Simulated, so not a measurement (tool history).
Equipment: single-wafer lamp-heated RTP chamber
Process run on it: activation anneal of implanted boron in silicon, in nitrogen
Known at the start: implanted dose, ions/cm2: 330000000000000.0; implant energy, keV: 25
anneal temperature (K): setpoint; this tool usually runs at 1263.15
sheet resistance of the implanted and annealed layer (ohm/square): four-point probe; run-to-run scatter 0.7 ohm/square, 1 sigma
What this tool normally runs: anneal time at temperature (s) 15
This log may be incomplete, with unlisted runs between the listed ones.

run	day	anneal temperature (K)	anneal time at temperature (s)	wafers since the last listed run	wafers since the last pyrometer calibration	wafers since the reflector plate was cleaned	hours since the gauge calibration	read-back reference wafer on the same gauge, sheet resistance	sheet resistance of the implanted and annealed layer (ohm/square)
1	0.000	1263.15	9	0	3337	3337	31.9	344.99	329.02
2	0.600	1263.15	9	206	3544	3544	46.3	345.05	330.14
3	1.096	1251.15	10	170	3714	3714	58.2	344.88	340.42
4	1.804	1251.15	10	243	3958	3958	75.2	344.98	341.02
5	2.496	1251.15	10	238	4197	4197	91.8	344.96	340.37
6	2.800	1263.15	15	104	4301	4301	99.1	344.70	327.28
7	3.121	1263.15	15	110	4412	4412	106.8	345.00	326.71
8	3.804	1250.15	15	235	4647	4647	123.2	345.13	337.71
9	4.517	1263.15	10	245	4893	4893	140.3	345.23	328.25
# day 4.988: reflector plate cleaned
10	5.154	1263.15	15	104	4997	56	155.6	345.18	329.40
# day 5.662: pyrometer window cleaned and pyrometer calibrated
11	5.729	1239.15	15	83	22	140	169.4	344.74	362.78
12	6.196	1251.15	12	160	183	300	180.6	344.99	342.50
13	8.088	1251.15	10	651	835	952	226.0	344.85	344.43
14	8.475	1275.15	19	133	968	1085	235.3	345.36	320.08
# day 8.475: gauge calibrated
15	8.908	1278.15	7	149	1117	1235	10.4	344.87	324.37
16	9.442	1251.15	20	183	1301	1418	23.2	344.77	337.09
17	10.004	1263.15	15	193	1495	1612	36.7	344.90	327.98
18	10.317	1275.15	6	107	1602	1720	44.2	345.01	325.57
19	10.650	1263.15	15	114	1717	1835	52.2	345.28	326.91
20	10.950	1263.15	7	103	1820	1938	59.4	344.92	332.51
21	11.671	1236.15	22	248	2069	2186	76.7	345.17	355.43

3 options for the next run, each taken on its own from the tool as it stands now. Forecast them:
A	11.688	1240.15	15	5	2074	2192	77.1	?	?
B	11.688	1292.15	10	5	2074	2192	77.1	?	?
C	11.688	1280.15	15	5	2074	2192	77.1	?	?

run	read-back reference wafer on the same gauge, sheet resistance	sheet resistance of the implanted and annealed layer (ohm/square)
A	345.23	354.88
B	345.23	318.93
C	345.23	320.28
Stripped of hidden state, with their random variation kept, the same runs would have yielded:
run	sheet resistance of the implanted and annealed layer (ohm/square)
A	363.76
B	319.76
C	321.58

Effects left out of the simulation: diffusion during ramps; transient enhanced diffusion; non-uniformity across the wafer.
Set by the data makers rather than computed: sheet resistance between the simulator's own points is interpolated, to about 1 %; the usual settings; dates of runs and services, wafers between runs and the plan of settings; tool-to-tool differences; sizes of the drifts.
